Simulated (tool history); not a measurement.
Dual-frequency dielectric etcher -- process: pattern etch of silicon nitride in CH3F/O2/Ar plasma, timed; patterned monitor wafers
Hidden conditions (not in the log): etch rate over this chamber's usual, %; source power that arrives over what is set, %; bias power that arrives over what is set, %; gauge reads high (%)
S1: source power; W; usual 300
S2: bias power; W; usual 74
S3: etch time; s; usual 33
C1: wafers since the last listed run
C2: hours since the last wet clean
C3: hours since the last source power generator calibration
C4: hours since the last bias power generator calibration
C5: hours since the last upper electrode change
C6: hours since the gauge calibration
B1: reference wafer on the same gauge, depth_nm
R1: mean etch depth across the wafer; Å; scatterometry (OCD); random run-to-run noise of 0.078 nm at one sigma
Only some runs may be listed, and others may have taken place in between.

run 1 hour=0.0 | S1=300 S2=74 S3=33 | C1=0 C2=450.6 C3=3004.8 C4=1642.8 C5=2274.1 C6=91.6 | B1=26.71 | R1=226.4
run 2 hour=14.0 | S1=300 S2=74 S3=33 | C1=172 C2=464.6 C3=3018.8 C4=1656.8 C5=2288.1 C6=105.6 | B1=26.68 | R1=228.4
run 3 hour=31.3 | S1=300 S2=74 S3=33 | C1=212 C2=481.9 C3=3036.1 C4=1674.1 C5=2305.4 C6=122.9 | B1=26.71 | R1=227.6
run 4 hour=46.8 | S1=300 S2=74 S3=33 | C1=190 C2=497.4 C3=3051.6 C4=1689.6 C5=2320.9 C6=138.4 | B1=26.71 | R1=225.8
run 5 hour=62.5 | S1=300 S2=74 S3=33 | C1=192 C2=513.1 C3=3067.3 C4=1705.3 C5=2336.6 C6=154.1 | B1=26.69 | R1=226.7
run 6 hour=68.6 | S1=300 S2=74 S3=33 | C1=74 C2=519.2 C3=3073.4 C4=1711.4 C5=2342.7 C6=160.2 | B1=26.71 | R1=225.8
-- hour=102.3 gauge calibrated
-- hour=106.0 upper electrode replaced
run 7 hour=106.5 | S1=300 S2=74 S3=33 | C1=170 C2=557.1 C3=3111.3 C4=1749.3 C5=0.5 C6=4.2 | B1=26.71 | R1=225.8
run 8 hour=106.8 | S1=300 S2=83 S3=33 | C1=3 C2=557.4 C3=3111.6 C4=1749.6 C5=0.8 C6=4.5 | B1=26.70 | R1=237.9
run 9 hour=107.1 | S1=300 S2=83 S3=33 | C1=3 C2=557.7 C3=3111.9 C4=1749.9 C5=1.1 C6=4.8 | B1=26.70 | R1=235.4
run 10 hour=117.7 | S1=300 S2=59 S3=36 | C1=130 C2=568.3 C3=3122.5 C4=1760.5 C5=11.7 C6=15.4 | B1=26.69 | R1=224.7

What will run 11 give?
-- hour=127.1 bias power generator calibrated
run 11 hour=127.6 | S1=300 S2=74 S3=33 | C1=72 C2=578.2 C3=3132.4 C4=0.5 C5=21.6 C6=25.3 | B1=? | R1=?

{"run 11": {"B1": 26.7, "R1": 226.3}}
With no hidden state in the tool, this same run would have given R1 238.9 Å.
